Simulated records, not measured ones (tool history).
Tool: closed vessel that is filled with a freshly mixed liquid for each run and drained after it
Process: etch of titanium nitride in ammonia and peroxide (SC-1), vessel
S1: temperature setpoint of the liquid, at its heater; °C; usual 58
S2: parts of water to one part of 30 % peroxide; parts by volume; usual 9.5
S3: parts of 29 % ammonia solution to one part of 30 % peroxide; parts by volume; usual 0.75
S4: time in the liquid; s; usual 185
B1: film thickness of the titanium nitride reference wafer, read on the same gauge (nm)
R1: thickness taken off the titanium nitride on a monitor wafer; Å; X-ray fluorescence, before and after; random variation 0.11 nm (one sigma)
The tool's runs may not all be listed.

run	hour	S1	S2	S3	S4	B1	R1
1	0	58	9.5	1	185	90.01	307.8
2	50.4	58	9.5	1	185	89.98	306.5
3	88.7	58	9.5	0.75	185	90	291.1
4	153.3	58	9.5	0.95	185	90.03	305.5
5	195.2	58	9.5	0.95	185	89.99	303.8
6	254.2	58	9.5	0.95	185	90	303.2
7	285.4	58	9.5	0.75	185	89.97	293.5
8	327.9	58	9.5	0.75	185	89.99	290.3
9	394.9	58	9.5	0.75	185	90	290.9
10	454.5	53.5	9.5	1.05	185	89.98	227.5
11	487	53.5	9.5	1.05	185	89.97	226.7
12	555.9	48.5	9.5	0.75	185	89.99	152.7
# hour 572.6: new drum of ammonia solution connected
13	609.5	61.5	5	0.75	185	90.01	497.4
# hour 633.2: gauge calibrated
14	661.8	63	9.5	0.6	85	90.02	177.7
# hour 719.4: thermometer replaced
15	729.3	58	7	0.75	185	90	351.4
16	789.5	58	9.5	0.5	185	89.99	277.8
17	841.6	58	9.5	0.75	105	90	168.6
# hour 879.3: ammonia flow meter replaced
18	935.1	58	9.5	0.75	185	90.01	298.2
19	988	58	9.5	0.55	185	90.02	283.6
20	1016.8	58	9.5	0.75	185	89.99	299.2
21	1058.7	53	6.5	0.4	125	90.03	157
22	1099.5	58	9.5	0.75	185	89.99	297.5
23	1153.9	58	7.5	0.75	75	90	135.4
24	1219.2	58	9.5	0.75	185	90.03	295.3
25	1283.4	53.5	9.5	1.05	185	90	231.5
26	1340.3	58	9.5	0.75	185	90.02	297.8
27	1402.4	54.5	9.5	0.95	185	90.03	244.8
28	1441.9	58	9.5	0.75	260	90	417.7

The same runs without the tool's hidden state, with the same run-to-run variation:
The hidden state here: liquid colder than its thermometer reads (K); ammonia flow above the setpoint (%); ammonia solution weaker than its label (%); gauge reads high (%).
run	R1
1	315.1
2	314
3	298.3
4	313.5
5	311.8
6	311.6
7	301.6
8	298.6
9	299.6
10	234.6
11	233.9
12	158
13	513.5
14	183.5
15	352.1
16	278.6
17	169.2
18	299.8
19	285.3
20	301
21	158.1
22	299.7
23	136.5
24	298
25	233.9
26	301.1
27	247.8
28	423

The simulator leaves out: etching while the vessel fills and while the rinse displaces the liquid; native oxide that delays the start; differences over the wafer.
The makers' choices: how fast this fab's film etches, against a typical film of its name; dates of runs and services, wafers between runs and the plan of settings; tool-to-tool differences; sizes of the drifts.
